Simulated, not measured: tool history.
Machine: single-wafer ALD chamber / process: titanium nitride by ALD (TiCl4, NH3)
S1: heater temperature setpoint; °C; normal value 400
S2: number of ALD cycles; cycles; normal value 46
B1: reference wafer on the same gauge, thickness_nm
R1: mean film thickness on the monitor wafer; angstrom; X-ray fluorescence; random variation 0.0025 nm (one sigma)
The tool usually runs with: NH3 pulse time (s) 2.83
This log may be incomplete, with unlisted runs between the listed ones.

Run 1, day 0.000: usual settings; B1 1.122. Result: R1 10.08 angstrom.
Run 2, day 0.758: usual settings; B1 1.123. Result: R1 10.15 angstrom.
Run 3, day 1.504: usual settings but S1 397 °C; B1 1.123. Result: R1 10.08 angstrom.
Run 4, day 2.683: usual settings but S1 397 °C; B1 1.124. Result: R1 10.14 angstrom.
Run 5, day 3.712: usual settings; B1 1.125. Result: R1 10.10 angstrom.
Run 6, day 4.629: usual settings; B1 1.126. Result: R1 10.10 angstrom.
Run 7, day 5.883: usual settings but S2 40 cycles; B1 1.126. Result: R1 8.81 angstrom.
At day 7.133: gauge calibrated.
Run 8, day 7.233: usual settings but S2 40 cycles; B1 1.115. Result: R1 8.71 angstrom.
Run 9, day 8.392: usual settings but S2 40 cycles; B1 1.118. Result: R1 8.74 angstrom.
Run 10, day 9.133: usual settings but S1 406 °C, S2 53 cycles, NH3 pulse time (s) 3.68; B1 1.119. Result: R1 11.65 angstrom.
Run 11, day 10.479: usual settings but S1 407 °C; B1 1.122. Result: R1 10.07 angstrom.
Run 12, day 11.342: usual settings but S1 407 °C, S2 41 cycles; B1 1.123. Result: R1 9.01 angstrom.
Run 13, day 12.488: usual settings but NH3 pulse time (s) 2.29; B1 1.124. Result: R1 10.02 angstrom.
At day 13.879: thermocouple changed; heater temperature recalibrated.
At day 13.917: showerhead replaced.
Run 14, day 13.938: usual settings but NH3 pulse time (s) 3.20; B1 1.125. Result: R1 10.08 angstrom.
Run 15, day 14.625: usual settings but S1 391 °C, S2 52 cycles, NH3 pulse time (s) 2.41; B1 1.125. Result: R1 11.32 angstrom.
Run 16, day 15.854: usual settings but S1 397 °C; B1 1.126. Result: R1 10.08 angstrom.
Run 17, day 16.800: usual settings but S2 50 cycles; B1 1.127. Result: R1 11.06 angstrom.
Run 18, day 17.417: usual settings; B1 1.127. Result: R1 10.16 angstrom.
Run 19, day 18.242: usual settings but S1 406 °C, S2 53 cycles, NH3 pulse time (s) 3.68; B1 1.126. Result: R1 11.75 angstrom.

Some steps in R1 between neighbouring runs. How much of each would the tool show without its hidden state too (settings, what came in, random variation), and how much is left for the hidden state, with any gauge scatter that isn't in both results?
Hidden conditions of the tool in this case: wafer temperature above the value expected at the setpoint (K); gauge reads high (%).
Run 7 -> 8: gauge calibrated. R1 -0.10 angstrom: hidden state -0.09, all else -0.01.
Run 9 -> 10: S1 400 -> 406, S2 40 -> 53, NH3 pulse time (s) 2.83 -> 3.68. R1 +2.91 angstrom: hidden state +0.03, all else +2.88.
